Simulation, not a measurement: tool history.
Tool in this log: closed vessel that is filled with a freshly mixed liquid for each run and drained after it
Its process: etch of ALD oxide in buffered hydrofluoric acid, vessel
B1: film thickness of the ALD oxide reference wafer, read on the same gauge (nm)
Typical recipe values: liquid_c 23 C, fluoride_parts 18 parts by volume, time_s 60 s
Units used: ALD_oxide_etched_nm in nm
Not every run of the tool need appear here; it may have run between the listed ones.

run 1 day=0 | liquid_c=23 fluoride_parts=18 time_s=35 | B1=79.99 | ALD_oxide_etched_nm=52.65
run 2 day=2.079 | liquid_c=23 fluoride_parts=18 time_s=60 | B1=80.02 | ALD_oxide_etched_nm=89.84
run 3 day=3.267 | liquid_c=19.5 fluoride_parts=18 time_s=60 | B1=80.01 | ALD_oxide_etched_nm=73.37
run 4 day=4.271 | liquid_c=23 fluoride_parts=15 time_s=60 | B1=80.01 | ALD_oxide_etched_nm=107.24
run 5 day=6.625 | liquid_c=23 fluoride_parts=15 time_s=60 | B1=80.03 | ALD_oxide_etched_nm=106.69
run 6 day=9.229 | liquid_c=23 fluoride_parts=15 time_s=60 | B1=80.01 | ALD_oxide_etched_nm=106.18
run 7 day=10.488 | liquid_c=23 fluoride_parts=18 time_s=60 | B1=80.01 | ALD_oxide_etched_nm=88.51
-- day=11.871 gauge calibrated
run 8 day=11.879 | liquid_c=23 fluoride_parts=18 time_s=60 | B1=79.99 | ALD_oxide_etched_nm=88.49
run 9 day=13.754 | liquid_c=23 fluoride_parts=18 time_s=60 | B1=79.99 | ALD_oxide_etched_nm=87.58
-- day=14.896 thermometer replaced
run 10 day=16.35 | liquid_c=19 fluoride_parts=22 time_s=95 | B1=80 | ALD_oxide_etched_nm=97.85
run 11 day=18.479 | liquid_c=23 fluoride_parts=23.5 time_s=60 | B1=80.01 | ALD_oxide_etched_nm=73.77
-- day=18.65 hydrofluoric acid flow meter replaced
run 12 day=20.208 | liquid_c=23 fluoride_parts=18 time_s=60 | B1=79.97 | ALD_oxide_etched_nm=93.68
run 13 day=22.062 | liquid_c=25.5 fluoride_parts=15.5 time_s=80 | B1=80 | ALD_oxide_etched_nm=165.72
run 14 day=24.346 | liquid_c=25.5 fluoride_parts=14 time_s=60 | B1=80 | ALD_oxide_etched_nm=136.4
run 15 day=26.204 | liquid_c=24.5 fluoride_parts=23 time_s=30 | B1=80 | ALD_oxide_etched_nm=41.54
run 16 day=27.571 | liquid_c=26.5 fluoride_parts=24 time_s=30 | B1=80.01 | ALD_oxide_etched_nm=44.68
run 17 day=30.021 | liquid_c=23 fluoride_parts=18 time_s=60 | B1=80 | ALD_oxide_etched_nm=91.8
run 18 day=31.608 | liquid_c=23 fluoride_parts=18 time_s=60 | B1=80.04 | ALD_oxide_etched_nm=92.01
run 19 day=33.65 | liquid_c=23 fluoride_parts=13 time_s=70 | B1=80.01 | ALD_oxide_etched_nm=147.23

Branching from run 19: 3 alternative next runs. What would each branch give?
run A day=33.679 | liquid_c=23 fluoride_parts=18 time_s=60 | B1=? | ALD_oxide_etched_nm=?
run B day=33.679 | liquid_c=18 fluoride_parts=18 time_s=50 | B1=? | ALD_oxide_etched_nm=?
run C day=33.679 | liquid_c=23 fluoride_parts=18 time_s=45 | B1=? | ALD_oxide_etched_nm=?

run=A B1=80.01 ALD_oxide_etched_nm=91.25
run=B B1=80.01 ALD_oxide_etched_nm=57.47
run=C B1=80.01 ALD_oxide_etched_nm=68.44
What these runs would have given with no unlogged condition in the tool:
run=A ALD_oxide_etched_nm=94.41
run=B ALD_oxide_etched_nm=59.48
run=C ALD_oxide_etched_nm=70.81

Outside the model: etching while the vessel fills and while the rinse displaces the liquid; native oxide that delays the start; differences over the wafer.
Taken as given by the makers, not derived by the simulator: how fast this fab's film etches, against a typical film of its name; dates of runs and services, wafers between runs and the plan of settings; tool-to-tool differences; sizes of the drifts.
